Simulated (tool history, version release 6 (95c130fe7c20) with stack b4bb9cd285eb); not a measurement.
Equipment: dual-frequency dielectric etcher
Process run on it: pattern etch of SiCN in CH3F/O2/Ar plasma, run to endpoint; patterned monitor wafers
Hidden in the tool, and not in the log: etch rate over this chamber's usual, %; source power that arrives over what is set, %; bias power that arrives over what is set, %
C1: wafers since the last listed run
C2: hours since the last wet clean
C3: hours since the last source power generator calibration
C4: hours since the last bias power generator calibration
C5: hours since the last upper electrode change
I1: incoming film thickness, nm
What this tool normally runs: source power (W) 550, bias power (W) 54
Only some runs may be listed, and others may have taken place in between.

{"run": 1, "hour": 0.0, "source power (W)": 550, "bias power (W)": 54, "C1": 0, "C2": 334, "C3": 1230.1, "C4": 1412.4, "C5": 2251, "I1": 10.66, "endpoint time (s)": 25.7}
{"run": 2, "hour": 15.4, "source power (W)": 550, "bias power (W)": 54, "C1": 265, "C2": 349.4, "C3": 1245.5, "C4": 1427.8, "C5": 2266.4, "I1": 10.68, "endpoint time (s)": 25.4}
{"run": 3, "hour": 22.5, "source power (W)": 550, "bias power (W)": 54, "C1": 122, "C2": 356.5, "C3": 1252.6, "C4": 1434.9, "C5": 2273.5, "I1": 10.75, "endpoint time (s)": 25.9}
{"run": 4, "hour": 36.7, "source power (W)": 550, "bias power (W)": 54, "C1": 244, "C2": 370.7, "C3": 1266.8, "C4": 1449.1, "C5": 2287.7, "I1": 10.85, "endpoint time (s)": 25.8}
{"run": 5, "hour": 46.3, "source power (W)": 550, "bias power (W)": 54, "C1": 165, "C2": 380.3, "C3": 1276.4, "C4": 1458.7, "C5": 2297.3, "I1": 10.66, "endpoint time (s)": 25.3}
{"run": 6, "hour": 59.0, "source power (W)": 550, "bias power (W)": 61, "C1": 218, "C2": 393, "C3": 1289.1, "C4": 1471.4, "C5": 2310, "I1": 10.67, "endpoint time (s)": 24.2}
{"run": 7, "hour": 74.4, "source power (W)": 550, "bias power (W)": 54, "C1": 265, "C2": 408.4, "C3": 1304.5, "C4": 1486.8, "C5": 2325.4, "I1": 10.55, "endpoint time (s)": 25.2}
{"run": 8, "hour": 80.7, "source power (W)": 550, "bias power (W)": 54, "C1": 108, "C2": 414.7, "C3": 1310.8, "C4": 1493.1, "C5": 2331.7, "I1": 10.64, "endpoint time (s)": 25}
{"run": 9, "hour": 97.0, "source power (W)": 550, "bias power (W)": 54, "C1": 280, "C2": 431, "C3": 1327.1, "C4": 1509.4, "C5": 2348, "I1": 10.65, "endpoint time (s)": 25.5}
{"hour": 112.5, "done": "source power generator calibrated"}
{"hour": 132.0, "done": "upper electrode replaced"}
{"run": 10, "hour": 132.5, "source power (W)": 550, "bias power (W)": 54, "C1": 206, "C2": 466.5, "C3": 20, "C4": 1544.9, "C5": 0.5, "I1": 10.77, "endpoint time (s)": 24.9}
{"run": 11, "hour": 132.8, "source power (W)": 550, "bias power (W)": 54, "C1": 5, "C2": 466.8, "C3": 20.3, "C4": 1545.2, "C5": 0.8, "I1": 10.69, "endpoint time (s)": 25.4}
{"run": 12, "hour": 143.4, "source power (W)": 550, "bias power (W)": 54, "C1": 182, "C2": 477.4, "C3": 30.9, "C4": 1555.8, "C5": 11.4, "I1": 10.83, "endpoint time (s)": 25.7}
{"run": 13, "hour": 158.5, "source power (W)": 550, "bias power (W)": 54, "C1": 259, "C2": 492.5, "C3": 46, "C4": 1570.9, "C5": 26.5, "I1": 10.69, "endpoint time (s)": 25.1}
{"hour": 196.8, "done": "wet clean of the chamber"}
{"run": 14, "hour": 197.3, "source power (W)": 550, "bias power (W)": 54, "C1": 254, "C2": 0.5, "C3": 84.8, "C4": 1609.7, "C5": 65.3, "I1": 10.57, "endpoint time (s)": 25.9}
{"run": 15, "hour": 197.7, "source power (W)": 550, "bias power (W)": 54, "C1": 6, "C2": 0.9, "C3": 85.2, "C4": 1610.1, "C5": 65.7, "I1": 10.67, "endpoint time (s)": 26}
{"run": 16, "hour": 201.5, "source power (W)": 490, "bias power (W)": 54, "C1": 65, "C2": 4.7, "C3": 89, "C4": 1613.9, "C5": 69.5, "I1": 10.84, "endpoint time (s)": 28.7}
{"run": 17, "hour": 219.5, "source power (W)": 630, "bias power (W)": 43, "C1": 309, "C2": 22.7, "C3": 107, "C4": 1631.9, "C5": 87.5, "I1": 10.76, "endpoint time (s)": 26.3}
{"hour": 233.9, "done": "bias power generator calibrated"}
{"run": 18, "hour": 234.4, "source power (W)": 510, "bias power (W)": 61, "C1": 187, "C2": 37.6, "C3": 121.9, "C4": 0.5, "C5": 102.4, "I1": 10.77, "endpoint time (s)": 26}
{"run": 19, "hour": 245.3, "source power (W)": 650, "bias power (W)": 68, "C1": 187, "C2": 48.5, "C3": 132.8, "C4": 11.4, "C5": 113.3, "I1": 10.72, "endpoint time (s)": 22.3}
{"run": 20, "hour": 254.2, "source power (W)": 670, "bias power (W)": 45, "C1": 153, "C2": 57.4, "C3": 141.7, "C4": 20.3, "C5": 122.2, "I1": 10.75, "endpoint time (s)": 25.3}
{"run": 21, "hour": 269.7, "source power (W)": 550, "bias power (W)": 54, "C1": 266, "C2": 72.9, "C3": 157.2, "C4": 35.8, "C5": 137.7, "I1": 10.63, "endpoint time (s)": 25.7}
{"run": 22, "hour": 286.1, "source power (W)": 640, "bias power (W)": 41, "C1": 282, "C2": 89.3, "C3": 173.6, "C4": 52.2, "C5": 154.1, "I1": 10.72, "endpoint time (s)": 26.7}
{"run": 23, "hour": 296.8, "source power (W)": 550, "bias power (W)": 54, "C1": 184, "C2": 100, "C3": 184.3, "C4": 62.9, "C5": 164.8, "I1": 10.69, "endpoint time (s)": 25.8}
{"run": 24, "hour": 313.3, "source power (W)": 550, "bias power (W)": 54, "C1": 283, "C2": 116.5, "C3": 200.8, "C4": 79.4, "C5": 181.3, "I1": 10.74, "endpoint time (s)": 26.3}
{"run": 25, "hour": 326.1, "source power (W)": 550, "bias power (W)": 54, "C1": 220, "C2": 129.3, "C3": 213.6, "C4": 92.2, "C5": 194.1, "I1": 10.69, "endpoint time (s)": 25.9}
{"run": 26, "hour": 332.5, "source power (W)": 690, "bias power (W)": 64, "C1": 110, "C2": 135.7, "C3": 220, "C4": 98.6, "C5": 200.5, "I1": 10.58, "endpoint time (s)": 21.6}
{"run": 27, "hour": 339.3, "source power (W)": 510, "bias power (W)": 54, "C1": 117, "C2": 142.5, "C3": 226.8, "C4": 105.4, "C5": 207.3, "I1": 10.64, "endpoint time (s)": 26.7}
{"run": 28, "hour": 348.1, "source power (W)": 550, "bias power (W)": 54, "C1": 151, "C2": 151.3, "C3": 235.6, "C4": 114.2, "C5": 216.1, "I1": 10.71, "endpoint time (s)": 26.1}
{"run": 29, "hour": 357.6, "source power (W)": 550, "bias power (W)": 54, "C1": 163, "C2": 160.8, "C3": 245.1, "C4": 123.7, "C5": 225.6, "I1": 10.64, "endpoint time (s)": 25.6}
{"run": 30, "hour": 373.3, "source power (W)": 460, "bias power (W)": 47, "C1": 270, "C2": 176.5, "C3": 260.8, "C4": 139.4, "C5": 241.3, "I1": 10.8, "endpoint time (s)": 30.6}
{"run": 31, "hour": 388.2, "source power (W)": 670, "bias power (W)": 54, "C1": 256, "C2": 191.4, "C3": 275.7, "C4": 154.3, "C5": 256.2, "I1": 10.71, "endpoint time (s)": 23.2}
{"run": 32, "hour": 405.3, "source power (W)": 620, "bias power (W)": 54, "C1": 294, "C2": 208.5, "C3": 292.8, "C4": 171.4, "C5": 273.3, "I1": 10.76, "endpoint time (s)": 23.9}
{"run": 33, "hour": 414.1, "source power (W)": 450, "bias power (W)": 68, "C1": 151, "C2": 217.3, "C3": 301.6, "C4": 180.2, "C5": 282.1, "I1": 10.77, "endpoint time (s)": 26.4}
{"run": 34, "hour": 424.3, "source power (W)": 480, "bias power (W)": 54, "C1": 175, "C2": 227.5, "C3": 311.8, "C4": 190.4, "C5": 292.3, "I1": 10.77, "endpoint time (s)": 27.9}
{"run": 35, "hour": 436.3, "source power (W)": 670, "bias power (W)": 65, "C1": 206, "C2": 239.5, "C3": 323.8, "C4": 202.4, "C5": 304.3, "I1": 10.64, "endpoint time (s)": 21.6}
{"run": 36, "hour": 444.0, "source power (W)": 550, "bias power (W)": 46, "C1": 132, "C2": 247.2, "C3": 331.5, "C4": 210.1, "C5": 312, "I1": 10.66, "endpoint time (s)": 26.8}

Forecast each of these 4 alternatives for the next run:
{"run": "A", "hour": 444.4, "source power (W)": 550, "bias power (W)": 54, "C1": 6, "C2": 247.6, "C3": 331.9, "C4": 210.5, "C5": 312.4, "I1": 10.84, "endpoint time (s)": "?"}
{"run": "B", "hour": 444.4, "source power (W)": 660, "bias power (W)": 49, "C1": 6, "C2": 247.6, "C3": 331.9, "C4": 210.5, "C5": 312.4, "I1": 10.84, "endpoint time (s)": "?"}
{"run": "C", "hour": 444.4, "source power (W)": 600, "bias power (W)": 50, "C1": 6, "C2": 247.6, "C3": 331.9, "C4": 210.5, "C5": 312.4, "I1": 10.84, "endpoint time (s)": "?"}
{"run": "D", "hour": 444.4, "source power (W)": 550, "bias power (W)": 62, "C1": 6, "C2": 247.6, "C3": 331.9, "C4": 210.5, "C5": 312.4, "I1": 10.84, "endpoint time (s)": "?"}

run=A endpoint_time_(s)=25.9
run=B endpoint_time_(s)=24.3
run=C endpoint_time_(s)=25.4
run=D endpoint_time_(s)=24.6
Stripped of hidden state, with their random variation kept, the same runs would have yielded:
run=A endpoint_time_(s)=26.6
run=B endpoint_time_(s)=24.9
run=C endpoint_time_(s)=26
run=D endpoint_time_(s)=25.3
